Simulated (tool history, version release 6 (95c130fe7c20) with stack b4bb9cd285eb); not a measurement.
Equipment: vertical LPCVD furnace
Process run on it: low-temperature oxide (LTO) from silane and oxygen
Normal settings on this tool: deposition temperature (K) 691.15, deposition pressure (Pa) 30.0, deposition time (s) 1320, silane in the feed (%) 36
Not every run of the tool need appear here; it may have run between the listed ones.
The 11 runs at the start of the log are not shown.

run	day	deposition temperature (K)	deposition pressure (Pa)	deposition time (s)	silane in the feed (%)	read-back reference wafer on the same gauge, thickness	film thickness on the monitor wafer in the middle of the boat (Å)
12	12.933	683.15	30.0	1320	36	178.98	1996.0
# day 17.192: thermocouples replaced and temperature profile calibrated
# day 17.233: pressure gauge zeroed
13	17.254	685.15	30.0	1320	36	178.98	2029.7
# day 18.550: silane flow controller replaced
14	18.571	691.15	30.0	1320	36	178.93	2171.8
15	19.442	695.15	30.0	1320	39	179.00	2497.4
16	20.508	684.15	27.3	1170	43	178.90	2004.4
17	21.838	691.15	30.0	1320	36	179.00	2173.3
# day 22.742: gauge calibrated
18	22.833	682.15	30.0	1320	36	178.98	1970.1
19	23.367	691.15	30.0	1320	36	179.28	2173.5
20	24.100	691.15	30.0	1320	36	179.16	2173.7
21	25.092	685.15	30.0	1320	33	178.96	1818.0
22	26.162	691.15	30.0	1140	36	178.94	1876.2
23	26.946	691.15	23.3	1320	39	179.13	1842.1
24	28.367	691.15	34.0	1320	29	179.06	1832.0
25	31.879	691.15	30.0	1320	36	178.90	2160.6
26	32.762	684.15	30.0	1320	33	179.14	1791.8
27	34.621	680.15	30.0	1320	36	179.02	1912.3
28	35.554	695.15	34.0	1800	30	179.21	2737.9
29	36.608	691.15	27.3	1320	36	178.96	1975.3
30	37.183	691.15	25.3	1770	36	179.04	2430.5

Here are 5 independent what-if runs from the current tool condition. What would each one return?
A	37.367	691.15	30.0	1320	40	?	?
B	37.367	691.15	32.7	1320	36	?	?
C	37.367	679.15	33.3	930	40	?	?
D	37.367	691.15	23.3	840	32	?	?
E	37.367	702.15	30.0	1320	42	?	?

run	read-back reference wafer on the same gauge, thickness	film thickness on the monitor wafer in the middle of the boat (Å)
A	179.35	2443.0
B	179.35	2351.8
C	179.35	1691.1
D	179.35	908.2
E	179.35	2871.6
Had the tool no hidden state, the same runs would have come out as:
run	film thickness on the monitor wafer in the middle of the boat (Å)
A	2465.4
B	2367.3
C	1701.0
D	922.2
E	2900.4
